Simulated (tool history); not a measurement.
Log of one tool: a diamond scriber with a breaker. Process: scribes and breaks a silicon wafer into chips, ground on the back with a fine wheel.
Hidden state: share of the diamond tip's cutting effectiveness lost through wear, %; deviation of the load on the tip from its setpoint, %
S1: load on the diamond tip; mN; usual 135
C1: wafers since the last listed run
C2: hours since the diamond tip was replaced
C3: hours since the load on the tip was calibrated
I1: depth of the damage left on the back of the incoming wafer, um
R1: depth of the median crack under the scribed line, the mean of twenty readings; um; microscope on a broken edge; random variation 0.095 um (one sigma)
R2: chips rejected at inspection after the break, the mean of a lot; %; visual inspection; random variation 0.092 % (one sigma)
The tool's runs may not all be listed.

run	day	S1	C1	C2	C3	I1	R1	R2
1	0	135	0	891.3	590.9	1.51	9.04	2.9
2	0.571	106	29	905	604.6	2.27	7.68	7.71
3	0.908	106	17	913.1	612.7	1.62	7.65	5.64
4	1.325	106	21	923.1	622.7	2.55	7.59	8.72
5	1.625	135	15	930.3	629.9	1.6	9.24	3.13
6	2.25	145	32	945.3	644.9	2.49	9.62	8.8
7	4.333	145	108	995.3	694.9	1.98	9.56	8.25
# day 4.429: diamond tip replaced by a new one
8	5.021	135	31	14.2	711.4	2.83	9.31	5.87
9	5.904	135	45	35.4	732.6	2.15	9.16	4.7
10	6.55	135	33	50.9	748.1	2.26	9.25	4.93
11	7.288	135	38	68.6	765.8	2.86	9.27	6.36
12	7.696	108	21	78.4	775.6	2.04	7.85	4.29
# day 8.008: load on the tip recalibrated
13	8.121	146	17	88.6	2.7	2.33	8.88	4.38
14	8.675	117	28	101.9	16	1.54	7.57	4.12
15	9.271	135	30	116.2	30.3	2.36	8.51	2.62
16	9.592	149	16	123.9	38	2.38	9.33	5.76
17	10.192	135	31	138.3	52.4	1.95	8.62	1.8
18	10.454	105	13	144.6	58.7	2.36	7.2	13.09
19	11.183	123	37	162.1	76.2	1.64	8.07	1.94
20	11.717	98	27	174.9	89	1.7	6.84	17.26
21	12.271	135	28	188.2	102.3	2.14	8.78	2.23
22	12.938	115	34	204.2	118.3	2.13	7.76	5.51
23	13.267	107	17	212.1	126.2	2.66	7.3	11.31

Hidden state at the last listed run before each entry between runs and at the first one after, where it differs:
Between runs 7 and 8: diamond tip replaced by a new one (day 4.429)
  deviation of the load on the tip from its setpoint, %: 12 -> 12.3
  measured less the result without the state, R1: +0.76 -> +0.76 um; R2: +5.61 -> +1.78 %
Between runs 12 and 13: load on the tip recalibrated (day 8.008)
  deviation of the load on the tip from its setpoint, %: 13.4 -> 2.49
  measured less the result without the state, R1: +0.69 -> +0.16 um; R2: -8.51 -> +0.83 %

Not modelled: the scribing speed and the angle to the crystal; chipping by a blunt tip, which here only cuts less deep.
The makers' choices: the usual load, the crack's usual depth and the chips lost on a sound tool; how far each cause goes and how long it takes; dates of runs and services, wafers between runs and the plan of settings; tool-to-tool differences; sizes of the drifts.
